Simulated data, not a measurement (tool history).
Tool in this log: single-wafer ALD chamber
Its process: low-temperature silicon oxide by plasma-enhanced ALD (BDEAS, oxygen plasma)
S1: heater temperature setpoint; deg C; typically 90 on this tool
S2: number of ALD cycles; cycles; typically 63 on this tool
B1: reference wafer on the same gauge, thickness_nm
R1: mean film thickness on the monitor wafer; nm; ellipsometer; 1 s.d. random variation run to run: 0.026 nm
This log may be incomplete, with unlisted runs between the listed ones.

run,day,S1,S2,B1,R1
1,0,90,63,10.33,10.586
2,0.383,90,63,10.338,10.623
3,0.962,90,63,10.332,10.667
4,1.321,90,63,10.347,10.653
5,1.642,98,63,10.347,10.29
6,1.967,90,63,10.339,10.642
7,2.462,90,63,10.352,10.595
8,2.742,82,63,10.368,10.984
9,3.362,82,63,10.362,11.009
10,3.633,80,63,10.358,11.086
11,4.317,80,63,10.379,11.089
12,4.704,98,73,10.382,11.983
13,5.438,90,63,10.397,10.647
# day 6.138: thermocouple changed; heater temperature recalibrated
14,6.158,90,63,10.405,10.667
# day 6.238: gauge calibrated
15,6.654,75,63,10.3,11.221
16,7.308,90,60,10.318,10.105
17,7.654,90,63,10.324,10.614
18,7.938,76,68,10.32,12.009
19,8.4,90,63,10.318,10.571
20,8.988,90,63,10.337,10.584
21,9.725,103,73,10.342,11.706
22,10.129,99,59,10.338,9.598
23,10.438,84,57,10.355,9.789
24,10.792,104,54,10.348,8.676
25,11.267,81,63,10.353,10.986
26,11.592,90,63,10.348,10.577
27,12.108,100,60,10.358,9.757

Run 28 has not been measured yet. What should we expect?
28,12.812,86,60,?,?

Run 28 measured B1 10.371, R1 10.287 nm.
Minus the tool's unlogged condition, the same run would have read R1 10.22 nm.

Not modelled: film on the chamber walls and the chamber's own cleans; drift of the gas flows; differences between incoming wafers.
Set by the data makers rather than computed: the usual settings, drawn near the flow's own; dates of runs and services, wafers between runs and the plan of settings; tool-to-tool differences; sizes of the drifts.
